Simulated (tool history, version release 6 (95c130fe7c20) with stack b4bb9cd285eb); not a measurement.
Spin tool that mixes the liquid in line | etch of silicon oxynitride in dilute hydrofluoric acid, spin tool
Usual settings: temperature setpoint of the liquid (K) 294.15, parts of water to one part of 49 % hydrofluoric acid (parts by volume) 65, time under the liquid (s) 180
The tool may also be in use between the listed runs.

| run | hour | temperature setpoint of the liquid (K) | parts of water to one part of 49 % hydrofluoric acid (parts by volume) | time under the liquid (s) | read-back film thickness of the silicon oxynitride reference wafer, read on the same gauge (nm) | thickness taken off the silicon oxynitride on a monitor wafer (angstrom) |
|---|---|---|---|---|---|---|
| 1 | 0 | 290.65 | 65 | 180 | 49.98 | 55.3 |
|  | 3.1 | thermometer replaced |
| 2 | 107.6 | 290.65 | 65 | 180 | 49.98 | 49.5 |
| 3 | 192.2 | 290.65 | 65 | 180 | 50.02 | 50.3 |
| 4 | 265.4 | 294.15 | 65 | 180 | 49.98 | 60.7 |
| 5 | 361.7 | 294.15 | 65 | 180 | 50.02 | 61.4 |
| 6 | 434.3 | 294.15 | 65 | 180 | 49.99 | 62.1 |
| 7 | 488.8 | 294.15 | 65 | 180 | 50.02 | 62.7 |
| 8 | 572.7 | 294.15 | 65 | 180 | 49.95 | 62.8 |
| 9 | 636.3 | 294.15 | 65 | 180 | 50.01 | 63.5 |
|  | 665.3 | thermometer replaced |
| 10 | 672.4 | 294.15 | 65 | 180 | 50.05 | 57.3 |
|  | 712.9 | gauge calibrated |
|  | 717.3 | hydrofluoric acid flow meter replaced |
| 11 | 761.1 | 297.15 | 55 | 245 | 50.01 | 112.3 |
| 12 | 855.7 | 291.15 | 90 | 180 | 50.02 | 36.7 |
| 13 | 895.2 | 296.15 | 55 | 180 | 50.02 | 80.6 |
| 14 | 1143.3 | 296.65 | 65 | 180 | 50.01 | 70 |
| 15 | 1232.7 | 294.15 | 65 | 180 | 50.05 | 62.4 |
|  | 1246.2 | thermometer replaced |
| 16 | 1277.7 | 296.65 | 65 | 180 | 49.99 | 64.5 |
| 17 | 1378.8 | 294.15 | 65 | 235 | 49.99 | 76.8 |
| 18 | 1460.8 | 294.15 | 85 | 280 | 49.99 | 69.4 |
|  | 1481.4 | hydrofluoric acid flow meter replaced |
| 19 | 1527.8 | 294.15 | 65 | 180 | 49.99 | 61.8 |
| 20 | 1621.8 | 295.65 | 65 | 120 | 49.96 | 44.9 |

Forecast each of these 5 alternatives for the next run:
| A | 1622.3 | 294.15 | 65 | 105 | ? | ? |
| B | 1622.3 | 290.15 | 50 | 210 | ? | ? |
| C | 1622.3 | 292.15 | 35 | 130 | ? | ? |
| D | 1622.3 | 297.15 | 90 | 180 | ? | ? |
| E | 1622.3 | 291.65 | 95 | 290 | ? | ? |

| run | read-back film thickness of the silicon oxynitride reference wafer, read on the same gauge (nm) | thickness taken off the silicon oxynitride on a monitor wafer (angstrom) |
|---|---|---|
| A | 49.98 | 35.7 |
| B | 49.98 | 76.9 |
| C | 49.98 | 76 |
| D | 49.98 | 50 |
| E | 49.98 | 58.4 |
Without the tool's hidden state the same runs would have given:
| run | thickness taken off the silicon oxynitride on a monitor wafer (angstrom) |
|---|---|
| A | 33.6 |
| B | 72.1 |
| C | 71.2 |
| D | 47.1 |
| E | 54.9 |
